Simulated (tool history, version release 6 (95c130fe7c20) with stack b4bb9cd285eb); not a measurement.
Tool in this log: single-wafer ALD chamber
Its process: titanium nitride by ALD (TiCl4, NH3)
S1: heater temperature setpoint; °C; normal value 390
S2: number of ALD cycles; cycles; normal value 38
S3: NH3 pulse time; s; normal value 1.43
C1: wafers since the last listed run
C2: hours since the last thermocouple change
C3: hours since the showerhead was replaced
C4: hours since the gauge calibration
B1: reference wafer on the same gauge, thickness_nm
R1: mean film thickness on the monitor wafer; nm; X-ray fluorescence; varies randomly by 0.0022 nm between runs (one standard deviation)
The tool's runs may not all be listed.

run 1 hour=0.0 | S1=390 S2=38 S3=1.43 | C1=0 C2=2345.5 C3=2502.7 C4=126.9 | B1=0.884 | R1=0.870
run 2 hour=10.2 | S1=390 S2=38 S3=1.43 | C1=70 C2=2355.7 C3=2512.9 C4=137.1 | B1=0.884 | R1=0.866
run 3 hour=24.0 | S1=390 S2=38 S3=1.43 | C1=94 C2=2369.5 C3=2526.7 C4=150.9 | B1=0.884 | R1=0.872
run 4 hour=41.3 | S1=390 S2=38 S3=1.17 | C1=118 C2=2386.8 C3=2544.0 C4=168.2 | B1=0.885 | R1=0.854
run 5 hour=48.9 | S1=390 S2=38 S3=1.54 | C1=52 C2=2394.4 C3=2551.6 C4=175.8 | B1=0.883 | R1=0.871
run 6 hour=62.5 | S1=390 S2=38 S3=1.54 | C1=93 C2=2408.0 C3=2565.2 C4=189.4 | B1=0.885 | R1=0.873
run 7 hour=72.7 | S1=390 S2=38 S3=1.43 | C1=70 C2=2418.2 C3=2575.4 C4=199.6 | B1=0.884 | R1=0.864
run 8 hour=80.5 | S1=390 S2=33 S3=1.43 | C1=53 C2=2426.0 C3=2583.2 C4=207.4 | B1=0.885 | R1=0.751
run 9 hour=92.4 | S1=390 S2=38 S3=1.43 | C1=81 C2=2437.9 C3=2595.1 C4=219.3 | B1=0.884 | R1=0.865
run 10 hour=99.6 | S1=390 S2=38 S3=1.43 | C1=49 C2=2445.1 C3=2602.3 C4=226.5 | B1=0.884 | R1=0.868
run 11 hour=125.5 | S1=390 S2=38 S3=1.43 | C1=177 C2=2471.0 C3=2628.2 C4=252.4 | B1=0.884 | R1=0.869
-- hour=135.8 gauge calibrated
-- hour=141.2 thermocouple changed; heater temperature recalibrated
-- hour=146.9 showerhead replaced
run 12 hour=147.4 | S1=385 S2=31 S3=1.43 | C1=55 C2=6.2 C3=0.5 C4=11.6 | B1=0.884 | R1=0.702
run 13 hour=154.4 | S1=404 S2=38 S3=1.43 | C1=48 C2=13.2 C3=7.5 C4=18.6 | B1=0.884 | R1=0.882
run 14 hour=160.8 | S1=404 S2=38 S3=1.23 | C1=43 C2=19.6 C3=13.9 C4=25.0 | B1=0.884 | R1=0.872
run 15 hour=178.1 | S1=390 S2=38 S3=1.43 | C1=118 C2=36.9 C3=31.2 C4=42.3 | B1=0.884 | R1=0.867
run 16 hour=186.8 | S1=390 S2=31 S3=1.88 | C1=59 C2=45.6 C3=39.9 C4=51.0 | B1=0.884 | R1=0.720
run 17 hour=194.7 | S1=390 S2=38 S3=0.86 | C1=54 C2=53.5 C3=47.8 C4=58.9 | B1=0.884 | R1=0.821
run 18 hour=208.3 | S1=390 S2=38 S3=1.43 | C1=93 C2=67.1 C3=61.4 C4=72.5 | B1=0.884 | R1=0.866
run 19 hour=216.0 | S1=390 S2=38 S3=1.54 | C1=52 C2=74.8 C3=69.1 C4=80.2 | B1=0.883 | R1=0.874
run 20 hour=232.6 | S1=401 S2=42 S3=1.73 | C1=113 C2=91.4 C3=85.7 C4=96.8 | B1=0.884 | R1=0.980

What if the next run were any one of these 5? Each begins from the tool's condition after run 20:
run A hour=233.1 | S1=390 S2=38 S3=1.43 | C1=3 C2=91.9 C3=86.2 C4=97.3 | B1=? | R1=?
run B hour=233.1 | S1=382 S2=45 S3=1.43 | C1=3 C2=91.9 C3=86.2 C4=97.3 | B1=? | R1=?
run C hour=233.1 | S1=401 S2=38 S3=1.43 | C1=3 C2=91.9 C3=86.2 C4=97.3 | B1=? | R1=?
run D hour=233.1 | S1=403 S2=45 S3=1.43 | C1=3 C2=91.9 C3=86.2 C4=97.3 | B1=? | R1=?
run E hour=233.1 | S1=396 S2=38 S3=0.94 | C1=3 C2=91.9 C3=86.2 C4=97.3 | B1=? | R1=?

run=A B1=0.884 R1=0.868
run=B B1=0.884 R1=1.019
run=C B1=0.884 R1=0.878
run=D B1=0.884 R1=1.041
run=E B1=0.884 R1=0.840
Without the tool's unlogged condition, the same runs would have read:
run=A R1=0.868
run=B R1=1.019
run=C R1=0.878
run=D R1=1.041
run=E R1=0.840

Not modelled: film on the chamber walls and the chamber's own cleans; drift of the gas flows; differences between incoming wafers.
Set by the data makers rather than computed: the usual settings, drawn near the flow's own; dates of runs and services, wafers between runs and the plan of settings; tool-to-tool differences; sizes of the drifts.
